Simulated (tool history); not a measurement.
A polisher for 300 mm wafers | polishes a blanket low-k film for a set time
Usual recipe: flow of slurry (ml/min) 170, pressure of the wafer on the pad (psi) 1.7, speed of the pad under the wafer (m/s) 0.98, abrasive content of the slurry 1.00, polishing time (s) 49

run	hour	flow of slurry (ml/min)	pressure of the wafer on the pad (psi)	speed of the pad under the wafer (m/s)	abrasive content of the slurry	polishing time (s)	incoming thickness of the incoming film, nm	film removed (angstrom)
1	0.0	145	1.7	0.98	1.00	49	370.3	145
2	16.3	145	1.7	0.98	1.00	49	366.8	143
3	67.8	145	1.7	0.98	1.00	49	369.5	149
4	86.1	170	1.7	0.98	1.00	49	370.8	150
5	99.8	170	1.7	0.98	1.00	62	362.6	189
6	118.0	170	1.7	0.98	1.00	49	374.0	153
7	147.0	170	1.7	0.98	1.00	49	370.1	150
8	161.5	170	1.7	0.98	1.00	49	369.9	150
9	185.4	170	1.7	0.98	1.00	49	370.1	151
10	197.4	125	1.7	1.18	1.15	37	373.9	140
11	211.9	210	1.5	1.20	0.70	49	365.4	109
12	246.2	170	1.3	0.74	1.30	55	375.3	121
13	278.3	170	1.7	0.98	1.00	49	372.2	150
14	292.8	130	1.7	0.98	1.00	60	364.5	178
15	319.3	135	1.7	0.70	1.00	35	365.6	81
16	344.6	170	1.7	0.98	1.00	49	367.5	152
17	378.5	170	1.7	0.98	1.00	62	372.7	193
18	398.0	170	1.4	0.98	1.00	34	369.4	85
19	422.5	150	1.7	1.12	1.00	49	371.8	165
20	454.8	170	1.7	0.98	0.90	49	368.7	143
21	471.4	170	1.7	1.12	1.00	58	370.5	192
22	496.4	170	1.1	0.98	1.00	49	368.6	98
23	514.0	205	1.7	0.88	1.20	41	368.4	133
24	549.4	170	1.7	0.86	1.00	62	364.5	172
25	603.4	135	1.7	0.98	1.00	33	369.1	99

Removed from this log: 12 entries logged between the listed runs. Between which two listed runs does each belong, and how does the tool's hidden state at the listed run before it compare with that at the listed run after it?
Run 1 -> run 2: worn pad replaced by a new one (hour 15.8)
  no hidden state differs between the two runs
Run 3 -> run 4: slurry blender recalibrated (hour 85.6)
  no hidden state differs between the two runs
Run 6 -> run 7: conditioning disc replaced and pad reconditioned (hour 146.5)
  no hidden state differs between the two runs
Run 8 -> run 9: slurry nozzle cleaned (hour 164.4); worn pad replaced by a new one (hour 169.0)
  no hidden state differs between the two runs
Run 11 -> run 12: slurry blender recalibrated (hour 218.6)
  no hidden state differs between the two runs
Run 13 -> run 14: head pressure recalibrated (hour 281.0)
  no hidden state differs between the two runs
Run 15 -> run 16: worn pad replaced by a new one (hour 338.2)
  no hidden state differs between the two runs
Run 17 -> run 18: slurry blender recalibrated (hour 382.7)
  no hidden state differs between the two runs
Run 21 -> run 22: worn pad replaced by a new one (hour 476.7); conditioning disc replaced and pad reconditioned (hour 480.3)
  no hidden state differs between the two runs
Run 23 -> run 24: slurry blender recalibrated (hour 516.9)
  no hidden state differs between the two runs
